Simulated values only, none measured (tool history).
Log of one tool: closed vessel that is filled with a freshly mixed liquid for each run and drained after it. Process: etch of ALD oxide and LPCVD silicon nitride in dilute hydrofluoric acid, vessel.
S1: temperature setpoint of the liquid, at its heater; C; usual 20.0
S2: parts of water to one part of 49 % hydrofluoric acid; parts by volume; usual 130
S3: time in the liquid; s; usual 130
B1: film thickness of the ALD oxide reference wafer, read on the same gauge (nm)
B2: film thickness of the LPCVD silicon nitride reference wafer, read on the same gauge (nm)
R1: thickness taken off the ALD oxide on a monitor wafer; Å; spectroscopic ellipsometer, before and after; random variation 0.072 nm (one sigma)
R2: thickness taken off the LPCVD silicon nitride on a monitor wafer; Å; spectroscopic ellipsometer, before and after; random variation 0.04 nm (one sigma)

run 1 hour=0.0 | S1=20.0 S2=130 S3=110 | B1=40.01 B2=40.022 | R1=95.3 R2=2.05
run 2 hour=14.3 | S1=20.0 S2=130 S3=130 | B1=40.02 B2=40.025 | R1=111.9 R2=2.88
run 3 hour=24.1 | S1=20.0 S2=130 S3=130 | B1=40.01 B2=39.997 | R1=112.9 R2=3.02
run 4 hour=31.6 | S1=20.0 S2=130 S3=130 | B1=40.00 B2=40.012 | R1=112.4 R2=2.82
run 5 hour=39.9 | S1=20.0 S2=130 S3=130 | B1=40.01 B2=40.017 | R1=112.3 R2=2.63
-- hour=48.9 gauge calibrated
run 6 hour=49.2 | S1=20.0 S2=130 S3=130 | B1=40.00 B2=39.994 | R1=112.5 R2=2.26
run 7 hour=57.1 | S1=20.0 S2=130 S3=130 | B1=40.02 B2=39.992 | R1=112.4 R2=3.10
-- hour=63.7 hydrofluoric acid flow meter replaced
run 8 hour=88.0 | S1=20.0 S2=130 S3=130 | B1=39.98 B2=40.013 | R1=112.1 R2=2.40
run 9 hour=95.6 | S1=20.0 S2=130 S3=130 | B1=39.99 B2=40.030 | R1=112.5 R2=2.59
run 10 hour=102.2 | S1=20.0 S2=130 S3=130 | B1=40.01 B2=40.007 | R1=112.0 R2=2.71
run 11 hour=109.8 | S1=18.0 S2=130 S3=130 | B1=40.01 B2=40.010 | R1=103.5 R2=1.90
run 12 hour=123.6 | S1=17.0 S2=130 S3=130 | B1=40.00 B2=40.005 | R1=97.3 R2=2.26
run 13 hour=141.6 | S1=18.5 S2=130 S3=130 | B1=40.00 B2=40.004 | R1=105.3 R2=2.80
run 14 hour=157.5 | S1=20.0 S2=130 S3=130 | B1=40.02 B2=39.998 | R1=111.1 R2=3.25
-- hour=167.4 thermometer replaced
run 15 hour=167.9 | S1=17.0 S2=130 S3=165 | B1=40.00 B2=39.979 | R1=141.7 R2=3.05
run 16 hour=178.2 | S1=20.0 S2=130 S3=130 | B1=40.01 B2=39.999 | R1=123.9 R2=3.20
run 17 hour=184.7 | S1=20.0 S2=130 S3=130 | B1=39.99 B2=40.006 | R1=123.9 R2=3.25
run 18 hour=199.4 | S1=20.0 S2=130 S3=110 | B1=40.03 B2=39.997 | R1=105.3 R2=2.63
run 19 hour=207.9 | S1=24.0 S2=170 S3=130 | B1=40.02 B2=39.998 | R1=107.3 R2=2.88
run 20 hour=216.7 | S1=25.0 S2=130 S3=200 | B1=40.00 B2=40.001 | R1=235.2 R2=7.40
run 21 hour=223.0 | S1=20.0 S2=130 S3=130 | B1=40.01 B2=39.992 | R1=125.1 R2=3.82

The next listed run, before its measurement:
run 22 hour=233.6 | S1=17.0 S2=155 S3=50 | B1=? B2=? | R1=? R2=?

{"run 22": {"B1": 39.99, "B2": 39.969, "R1": 34.5, "R2": 0.94}}
Without the tool's hidden state the same run would have given R1 34.9 Å, R2 0.95 Å.

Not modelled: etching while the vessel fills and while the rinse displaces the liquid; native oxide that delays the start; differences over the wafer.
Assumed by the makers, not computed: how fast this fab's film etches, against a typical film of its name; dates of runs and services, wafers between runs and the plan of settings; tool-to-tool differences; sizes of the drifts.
